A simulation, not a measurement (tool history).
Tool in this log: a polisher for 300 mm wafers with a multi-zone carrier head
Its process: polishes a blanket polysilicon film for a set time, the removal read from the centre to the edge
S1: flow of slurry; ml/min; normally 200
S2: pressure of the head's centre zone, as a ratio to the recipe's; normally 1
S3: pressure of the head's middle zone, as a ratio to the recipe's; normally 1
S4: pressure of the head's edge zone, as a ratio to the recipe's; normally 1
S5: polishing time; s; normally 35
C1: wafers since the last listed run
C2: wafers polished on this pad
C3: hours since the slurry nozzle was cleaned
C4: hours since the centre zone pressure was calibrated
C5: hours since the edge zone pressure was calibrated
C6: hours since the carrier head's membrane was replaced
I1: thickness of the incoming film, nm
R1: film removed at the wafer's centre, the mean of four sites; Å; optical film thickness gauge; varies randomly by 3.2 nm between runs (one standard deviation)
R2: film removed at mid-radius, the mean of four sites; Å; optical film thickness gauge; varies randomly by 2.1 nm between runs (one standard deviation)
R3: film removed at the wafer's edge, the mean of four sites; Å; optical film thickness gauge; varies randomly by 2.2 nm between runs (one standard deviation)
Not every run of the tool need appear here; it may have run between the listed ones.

run 1 day=0 | S1=240 S2=1 S3=1 S4=1 S5=35 | C1=0 C2=52 C3=100.1 C4=201.1 C5=323.7 C6=597.9 | I1=1689.5 | R1=3389 R2=3318 R3=3456
-- day=2.225 carrier head's membrane replaced by a new one
run 2 day=2.246 | S1=240 S2=1 S3=1 S4=1 S5=35 | C1=366 C2=418 C3=154 C4=255 C5=377.6 C6=0.5 | I1=1684 | R1=3270 R2=3273 R3=3337
run 3 day=4.046 | S1=240 S2=1 S3=1 S4=1 S5=35 | C1=323 C2=742 C3=197.2 C4=298.2 C5=420.8 C6=43.7 | I1=1670.5 | R1=3204 R2=3221 R3=3272
run 4 day=5.804 | S1=235 S2=1 S3=0.96 S4=1 S5=35 | C1=316 C2=1059 C3=239.4 C4=340.4 C5=463 C6=85.9 | I1=1681.1 | R1=3062 R2=2967 R3=3228
run 5 day=7.896 | S1=225 S2=1 S3=1 S4=0.97 S5=35 | C1=376 C2=1435 C3=289.6 C4=390.6 C5=513.2 C6=136.1 | I1=1695 | R1=2890 R2=2906 R3=3056
-- day=9.65 slurry nozzle cleaned
run 6 day=9.675 | S1=200 S2=1 S3=1 S4=1 S5=35 | C1=312 C2=1747 C3=0.6 C4=433.3 C5=555.9 C6=178.8 | I1=1676.2 | R1=3064 R2=3000 R3=3101
-- day=11.908 worn pad replaced by a new one
run 7 day=12.229 | S1=200 S2=1 S3=1 S4=1 S5=35 | C1=429 C2=57 C3=61.9 C4=494.6 C5=617.2 C6=240.1 | I1=1668.9 | R1=3181 R2=3249 R3=3324
-- day=12.788 centre zone pressure recalibrated
run 8 day=14.071 | S1=200 S2=1 S3=1 S4=1 S5=35 | C1=316 C2=373 C3=106.1 C4=30.8 C5=661.4 C6=284.3 | I1=1690.3 | R1=3177 R2=3152 R3=3286
run 9 day=17.758 | S1=200 S2=0.95 S3=1 S4=1.05 S5=35 | C1=663 C2=1037 C3=194.6 C4=119.3 C5=749.9 C6=372.8 | I1=1714.3 | R1=2798 R2=2981 R3=3219
run 10 day=19.342 | S1=225 S2=1.05 S3=0.96 S4=1 S5=35 | C1=284 C2=1322 C3=232.6 C4=157.3 C5=787.9 C6=410.8 | I1=1687.1 | R1=3147 R2=2901 R3=3134
-- day=20.2 edge zone pressure recalibrated
run 11 day=22.346 | S1=150 S2=1.12 S3=1 S4=1.06 S5=35 | C1=525 C2=1847 C3=304.7 C4=229.4 C5=51.5 C6=482.9 | I1=1703.8 | R1=2612 R2=2395 R3=2752
-- day=23.496 slurry nozzle cleaned
-- day=25.646 carrier head's membrane replaced by a new one
-- day=26.15 worn pad replaced by a new one
run 12 day=26.171 | S1=200 S2=1 S3=1 S4=1 S5=35 | C1=613 C2=3 C3=64.2 C4=321.2 C5=143.3 C6=12.6 | I1=1654.1 | R1=3347 R2=3311 R3=3432
run 13 day=27.671 | S1=200 S2=1 S3=1 S4=1 S5=35 | C1=269 C2=273 C3=100.2 C4=357.2 C5=179.3 C6=48.6 | I1=1675.7 | R1=3191 R2=3205 R3=3343
run 14 day=32.096 | S1=200 S2=1.12 S3=1 S4=1 S5=35 | C1=796 C2=1069 C3=206.4 C4=463.4 C5=285.5 C6=154.8 | I1=1667.4 | R1=3420 R2=3021 R3=3181
run 15 day=35.092 | S1=200 S2=1 S3=1 S4=0.94 S5=26 | C1=538 C2=1608 C3=278.3 C4=535.3 C5=357.4 C6=226.7 | I1=1693 | R1=2121 R2=2152 R3=2200
-- day=36.662 slurry nozzle cleaned
run 16 day=37.562 | S1=200 S2=1 S3=1 S4=1 S5=46 | C1=437 C2=2045 C3=21.6 C4=594.6 C5=416.7 C6=286 | I1=1699.5 | R1=3967 R2=3962 R3=4131
-- day=38.321 worn pad replaced by a new one
-- day=38.358 centre zone pressure recalibrated
run 17 day=41.992 | S1=145 S2=0.93 S3=1 S4=1 S5=25 | C1=760 C2=653 C3=127.9 C4=87.2 C5=523 C6=392.3 | I1=1681.4 | R1=1927 R2=2103 R3=2236
run 18 day=45.2 | S1=240 S2=1 S3=1 S4=1 S5=35 | C1=577 C2=1230 C3=204.9 C4=164.2 C5=600 C6=469.3 | I1=1656.5 | R1=3191 R2=3113 R3=3271
run 19 day=48.029 | S1=150 S2=1 S3=1 S4=1 S5=41 | C1=508 C2=1739 C3=272.8 C4=232.1 C5=667.9 C6=537.2 | I1=1646.2 | R1=3017 R2=3079 R3=3349
-- day=48.796 carrier head's membrane replaced by a new one
-- day=49.3 slurry nozzle cleaned
run 20 day=50.462 | S1=200 S2=1 S3=1 S4=1 S5=35 | C1=392 C2=2132 C3=27.9 C4=290.5 C5=726.3 C6=40 | I1=1672.8 | R1=3064 R2=3019 R3=3111
run 21 day=52.271 | S1=200 S2=1.07 S3=1 S4=1 S5=35 | C1=325 C2=2457 C3=71.3 C4=333.9 C5=769.7 C6=83.4 | I1=1683.4 | R1=3236 R2=2969 R3=3056
-- day=52.775 edge zone pressure recalibrated
-- day=53.617 worn pad replaced by a new one
run 22 day=55.617 | S1=200 S2=1 S3=1 S4=1 S5=35 | C1=556 C2=359 C3=151.6 C4=414.2 C5=68.2 C6=163.7 | I1=1668.3 | R1=3179 R2=3161 R3=3341

4 options for the next run, each taken on its own from the tool as it stands now. Forecast them:
run A day=55.633 | S1=225 S2=1 S3=1 S4=1 S5=35 | C1=2 C2=362 C3=152 C4=414.6 C5=68.6 C6=164.1 | I1=1672.4 | R1=? R2=? R3=?
run B day=55.633 | S1=200 S2=1 S3=1.04 S4=1.09 S5=35 | C1=2 C2=362 C3=152 C4=414.6 C5=68.6 C6=164.1 | I1=1672.4 | R1=? R2=? R3=?
run C day=55.633 | S1=155 S2=0.93 S3=1 S4=1 S5=31 | C1=2 C2=362 C3=152 C4=414.6 C5=68.6 C6=164.1 | I1=1672.4 | R1=? R2=? R3=?
run D day=55.633 | S1=200 S2=1 S3=1.04 S4=0.93 S5=35 | C1=2 C2=362 C3=152 C4=414.6 C5=68.6 C6=164.1 | I1=1672.4 | R1=? R2=? R3=?

run=A R1=3227 R2=3242 R3=3390
run=B R1=3157 R2=3285 R3=3484
run=C R1=2445 R2=2669 R3=2848
run=D R1=3157 R2=3286 R3=3226
Without the tool's unlogged condition, the same runs would have read:
run=A R1=3359 R2=3367 R3=3503
run=B R1=3295 R2=3420 R3=3606
run=C R1=2572 R2=2797 R3=2960
run=D R1=3295 R2=3421 R3=3339
